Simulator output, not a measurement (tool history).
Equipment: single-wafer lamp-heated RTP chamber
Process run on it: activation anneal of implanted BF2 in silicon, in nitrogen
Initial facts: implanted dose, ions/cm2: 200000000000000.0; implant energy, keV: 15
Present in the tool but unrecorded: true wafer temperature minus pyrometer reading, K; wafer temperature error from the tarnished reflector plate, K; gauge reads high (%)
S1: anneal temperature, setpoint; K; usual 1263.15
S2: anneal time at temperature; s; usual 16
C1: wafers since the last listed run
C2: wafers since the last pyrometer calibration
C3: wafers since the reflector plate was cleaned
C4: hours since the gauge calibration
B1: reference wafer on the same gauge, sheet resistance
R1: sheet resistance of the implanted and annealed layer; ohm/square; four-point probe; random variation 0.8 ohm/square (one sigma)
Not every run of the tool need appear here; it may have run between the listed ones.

{"run": 1, "hour": 0.0, "S1": 1263.15, "S2": 16, "C1": 0, "C2": 2541, "C3": 2664, "C4": 244.3, "B1": 483.15, "R1": 533.43}
{"run": 2, "hour": 10.1, "S1": 1263.15, "S2": 16, "C1": 109, "C2": 2650, "C3": 2773, "C4": 254.4, "B1": 483.03, "R1": 534.82}
{"run": 3, "hour": 21.9, "S1": 1263.15, "S2": 16, "C1": 127, "C2": 2777, "C3": 2901, "C4": 266.2, "B1": 482.96, "R1": 533.89}
{"run": 4, "hour": 31.1, "S1": 1263.15, "S2": 14, "C1": 99, "C2": 2877, "C3": 3000, "C4": 275.4, "B1": 483.05, "R1": 534.29}
{"hour": 48.3, "done": "pyrometer window cleaned and pyrometer calibrated"}
{"run": 5, "hour": 48.8, "S1": 1263.15, "S2": 16, "C1": 104, "C2": 5, "C3": 3105, "C4": 293.1, "B1": 482.88, "R1": 534.37}
{"run": 6, "hour": 61.7, "S1": 1263.15, "S2": 16, "C1": 139, "C2": 145, "C3": 3245, "C4": 306.0, "B1": 483.05, "R1": 532.76}
{"run": 7, "hour": 70.5, "S1": 1263.15, "S2": 16, "C1": 95, "C2": 240, "C3": 3340, "C4": 314.8, "B1": 482.95, "R1": 531.5}
{"run": 8, "hour": 88.0, "S1": 1263.15, "S2": 16, "C1": 189, "C2": 429, "C3": 3529, "C4": 332.3, "B1": 483.16, "R1": 533.4}
{"run": 9, "hour": 104.1, "S1": 1246.15, "S2": 16, "C1": 174, "C2": 603, "C3": 3703, "C4": 348.4, "B1": 482.99, "R1": 541.55}
{"run": 10, "hour": 117.4, "S1": 1246.15, "S2": 16, "C1": 143, "C2": 747, "C3": 3847, "C4": 361.7, "B1": 483.18, "R1": 540.61}
{"run": 11, "hour": 123.7, "S1": 1272.15, "S2": 16, "C1": 68, "C2": 815, "C3": 3915, "C4": 368.0, "B1": 482.91, "R1": 533.21}
{"run": 12, "hour": 129.9, "S1": 1272.15, "S2": 16, "C1": 67, "C2": 882, "C3": 3982, "C4": 374.2, "B1": 482.95, "R1": 531.18}
{"run": 13, "hour": 142.3, "S1": 1272.15, "S2": 16, "C1": 134, "C2": 1016, "C3": 4116, "C4": 386.6, "B1": 482.86, "R1": 530.93}
{"run": 14, "hour": 152.5, "S1": 1263.15, "S2": 16, "C1": 110, "C2": 1126, "C3": 4226, "C4": 396.8, "B1": 482.95, "R1": 533.55}
{"run": 15, "hour": 160.6, "S1": 1263.15, "S2": 16, "C1": 87, "C2": 1214, "C3": 4314, "C4": 404.9, "B1": 483.15, "R1": 533.43}
{"run": 16, "hour": 178.1, "S1": 1263.15, "S2": 16, "C1": 189, "C2": 1403, "C3": 4503, "C4": 422.4, "B1": 483.02, "R1": 533.46}
{"run": 17, "hour": 189.4, "S1": 1243.15, "S2": 16, "C1": 122, "C2": 1525, "C3": 4625, "C4": 433.7, "B1": 482.84, "R1": 541.72}
{"hour": 199.8, "done": "gauge calibrated"}
{"run": 18, "hour": 200.1, "S1": 1263.15, "S2": 16, "C1": 115, "C2": 1641, "C3": 4741, "C4": 0.3, "B1": 482.85, "R1": 533.87}
{"run": 19, "hour": 211.8, "S1": 1234.15, "S2": 11, "C1": 126, "C2": 1767, "C3": 4867, "C4": 12.0, "B1": 482.95, "R1": 554.24}
{"run": 20, "hour": 225.9, "S1": 1289.15, "S2": 19, "C1": 152, "C2": 1919, "C3": 5019, "C4": 26.1, "B1": 482.86, "R1": 529.06}
{"run": 21, "hour": 232.5, "S1": 1263.15, "S2": 16, "C1": 71, "C2": 1991, "C3": 5091, "C4": 32.7, "B1": 482.93, "R1": 533.18}
{"run": 22, "hour": 245.2, "S1": 1263.15, "S2": 16, "C1": 137, "C2": 2128, "C3": 5228, "C4": 45.4, "B1": 482.92, "R1": 534.11}
{"run": 23, "hour": 252.5, "S1": 1254.15, "S2": 12, "C1": 78, "C2": 2207, "C3": 5307, "C4": 52.7, "B1": 483.07, "R1": 536.45}
{"run": 24, "hour": 258.9, "S1": 1263.15, "S2": 16, "C1": 69, "C2": 2276, "C3": 5376, "C4": 59.1, "B1": 482.99, "R1": 532.39}
{"hour": 276.1, "done": "reflector plate cleaned"}
{"run": 25, "hour": 276.6, "S1": 1237.15, "S2": 24, "C1": 104, "C2": 2381, "C3": 5, "C4": 76.8, "B1": 483.02, "R1": 544.23}
{"run": 26, "hour": 291.1, "S1": 1290.15, "S2": 8, "C1": 156, "C2": 2538, "C3": 162, "C4": 91.3, "B1": 483.06, "R1": 535.42}
{"hour": 302.0, "done": "pyrometer window cleaned and pyrometer calibrated"}
{"run": 27, "hour": 302.5, "S1": 1288.15, "S2": 11, "C1": 36, "C2": 5, "C3": 199, "C4": 102.7, "B1": 483.06, "R1": 533.63}
{"run": 28, "hour": 349.3, "S1": 1290.15, "S2": 18, "C1": 505, "C2": 511, "C3": 704, "C4": 149.5, "B1": 482.94, "R1": 529.35}
{"run": 29, "hour": 364.5, "S1": 1272.15, "S2": 16, "C1": 164, "C2": 675, "C3": 869, "C4": 164.7, "B1": 482.87, "R1": 532.44}
{"run": 30, "hour": 394.4, "S1": 1291.15, "S2": 24, "C1": 323, "C2": 998, "C3": 1192, "C4": 194.6, "B1": 483.08, "R1": 525.75}
{"run": 31, "hour": 404.5, "S1": 1263.15, "S2": 16, "C1": 109, "C2": 1107, "C3": 1301, "C4": 204.7, "B1": 483.17, "R1": 534.69}
{"run": 32, "hour": 413.8, "S1": 1246.15, "S2": 16, "C1": 100, "C2": 1208, "C3": 1401, "C4": 214.0, "B1": 483.14, "R1": 540.26}

What was the tool's hidden state at every run in the log?
true wafer temperature minus pyrometer reading, K: 0 on each run
wafer temperature error from the tarnished reflector plate, K: 0 on each run
gauge reads high (%): 0 on each run
